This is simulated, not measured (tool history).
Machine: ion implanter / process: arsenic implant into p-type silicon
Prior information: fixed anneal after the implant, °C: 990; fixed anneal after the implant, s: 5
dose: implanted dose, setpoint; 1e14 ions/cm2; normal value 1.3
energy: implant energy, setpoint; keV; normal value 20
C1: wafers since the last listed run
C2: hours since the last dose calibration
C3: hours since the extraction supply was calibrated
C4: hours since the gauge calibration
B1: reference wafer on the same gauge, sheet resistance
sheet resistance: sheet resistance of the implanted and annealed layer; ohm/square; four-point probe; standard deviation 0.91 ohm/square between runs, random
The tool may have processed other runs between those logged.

Run 1, day 0: usual settings; C1 0; C2 1705.5; C3 6101.3; C4 129; B1 564.2. Result: sheet resistance 591.3 ohm/square.
Run 2, day 0.3: usual settings; C1 141; C2 1712.7; C3 6108.5; C4 136.2; B1 564.02. Result: sheet resistance 590.91 ohm/square.
Run 3, day 0.838: usual settings; C1 253; C2 1725.6; C3 6121.4; C4 149.1; B1 564.26. Result: sheet resistance 591.27 ohm/square.
Run 4, day 1.483: usual settings; C1 304; C2 1741.1; C3 6136.9; C4 164.6; B1 564.29. Result: sheet resistance 591.05 ohm/square.
Run 5, day 2.121: usual settings; C1 300; C2 1756.4; C3 6152.2; C4 179.9; B1 564.41. Result: sheet resistance 589.65 ohm/square.
Run 6, day 2.579: usual settings; C1 216; C2 1767.4; C3 6163.2; C4 190.9; B1 563.68. Result: sheet resistance 589.93 ohm/square.
Run 7, day 3.108: usual settings but dose 1.14 1e14 ions/cm2, energy 22 keV; C1 249; C2 1780.1; C3 6175.9; C4 203.6; B1 563.88. Result: sheet resistance 636.49 ohm/square.
Run 8, day 3.554: usual settings but energy 17 keV; C1 210; C2 1790.8; C3 6186.6; C4 214.3; B1 564.03. Result: sheet resistance 606.28 ohm/square.
Run 9, day 5.058: usual settings but energy 17 keV; C1 709; C2 1826.9; C3 6222.7; C4 250.4; B1 564.23. Result: sheet resistance 604.11 ohm/square.
Run 10, day 5.475: usual settings but energy 17 keV; C1 196; C2 1836.9; C3 6232.7; C4 260.4; B1 563.83. Result: sheet resistance 605.79 ohm/square.
At day 6.546: Faraday cup replaced and dose calibrated.
Run 11, day 6.758: usual settings but energy 15 keV; C1 447; C2 5.1; C3 6263.5; C4 291.2; B1 563.9. Result: sheet resistance 641.15 ohm/square.
Run 12, day 7.438: usual settings but energy 15 keV; C1 320; C2 21.4; C3 6279.8; C4 307.5; B1 564.19. Result: sheet resistance 640.26 ohm/square.
Run 13, day 8.108: usual settings but energy 15 keV; C1 316; C2 37.5; C3 6295.9; C4 323.6; B1 564.13. Result: sheet resistance 640.78 ohm/square.
Run 14, day 8.762: usual settings but dose 1.05 1e14 ions/cm2; C1 308; C2 53.2; C3 6311.6; C4 339.3; B1 564.08. Result: sheet resistance 711.79 ohm/square.
Run 15, day 9.071: usual settings but dose 1.59 1e14 ions/cm2, energy 13.5 keV; C1 145; C2 60.6; C3 6319; C4 346.7; B1 563.56. Result: sheet resistance 562 ohm/square.
At day 9.933: extraction supply calibrated.
Run 16, day 9.954: usual settings; C1 259; C2 81.8; C3 0.5; C4 367.9; B1 564.06. Result: sheet resistance 612.49 ohm/square.
Run 17, day 10: usual settings but energy 15 keV; C1 21; C2 82.9; C3 1.6; C4 369; B1 563.89. Result: sheet resistance 640.53 ohm/square.
Run 18, day 10.646: usual settings but dose 1.02 1e14 ions/cm2, energy 13.5 keV; C1 304; C2 98.4; C3 17.1; C4 384.5; B1 563.93. Result: sheet resistance 777.45 ohm/square.
Run 19, day 11: usual settings but dose 1.6 1e14 ions/cm2, energy 26.5 keV; C1 166; C2 106.9; C3 25.6; C4 393; B1 563.91. Result: sheet resistance 504.27 ohm/square.
Run 20, day 11.65: usual settings but dose 0.96 1e14 ions/cm2, energy 14.5 keV; C1 306; C2 122.5; C3 41.2; C4 408.6; B1 563.66. Result: sheet resistance 799.26 ohm/square.
Run 21, day 12.158: usual settings; C1 239; C2 134.7; C3 53.4; C4 420.8; B1 564.24. Result: sheet resistance 611.5 ohm/square.
Run 22, day 12.575: usual settings; C1 196; C2 144.7; C3 63.4; C4 430.8; B1 563.89. Result: sheet resistance 610.12 ohm/square.
At day 12.625: gauge calibrated.
Run 23, day 13.088: usual settings but dose 0.99 1e14 ions/cm2, energy 17 keV; C1 241; C2 157; C3 75.7; C4 11.1; B1 564.41. Result: sheet resistance 761.48 ohm/square.
Run 24, day 13.708: usual settings but dose 1.66 1e14 ions/cm2, energy 14.5 keV; C1 292; C2 171.9; C3 90.6; C4 26; B1 564.01. Result: sheet resistance 538.46 ohm/square.
Run 25, day 14.55: usual settings but dose 1.11 1e14 ions/cm2, energy 13.5 keV; C1 396; C2 192.1; C3 110.8; C4 46.2; B1 563.91. Result: sheet resistance 732 ohm/square.
Run 26, day 15.217: usual settings but dose 1.46 1e14 ions/cm2, energy 24.5 keV; C1 314; C2 208.1; C3 126.8; C4 62.2; B1 564. Result: sheet resistance 544.6 ohm/square.
Run 27, day 15.896: usual settings; C1 320; C2 224.4; C3 143.1; C4 78.5; B1 563.64. Result: sheet resistance 612.6 ohm/square.
Run 28, day 16.233: usual settings but dose 1.08 1e14 ions/cm2, energy 18 keV; C1 159; C2 232.5; C3 151.2; C4 86.6; B1 563.8. Result: sheet resistance 707.81 ohm/square.

Below are 4 alternative next runs, each starting from the tool's condition after run 28. Predict each:
Run A, day 16.25: usual settings; C1 7; C2 232.9; C3 151.6; C4 87; B1 ?. Result: sheet resistance ?.
Run B, day 16.25: usual settings but dose 0.98 1e14 ions/cm2, energy 24 keV; C1 7; C2 232.9; C3 151.6; C4 87; B1 ?. Result: sheet resistance ?.
Run C, day 16.25: usual settings but dose 1.14 1e14 ions/cm2, energy 14.5 keV; C1 7; C2 232.9; C3 151.6; C4 87; B1 ?. Result: sheet resistance ?.
Run D, day 16.25: usual settings but dose 1.11 1e14 ions/cm2, energy 16.5 keV; C1 7; C2 232.9; C3 151.6; C4 87; B1 ?. Result: sheet resistance ?.

run      B1  sheet resistance
  A  563.89            612.18
  B  563.89            722.84
  C  563.89            708.34
  D  563.89            707.04
Without the tool's unlogged condition, the same runs would have read:
run  sheet resistance
  A            609.99
  B            720.32
  C            705.77
  D             704.5
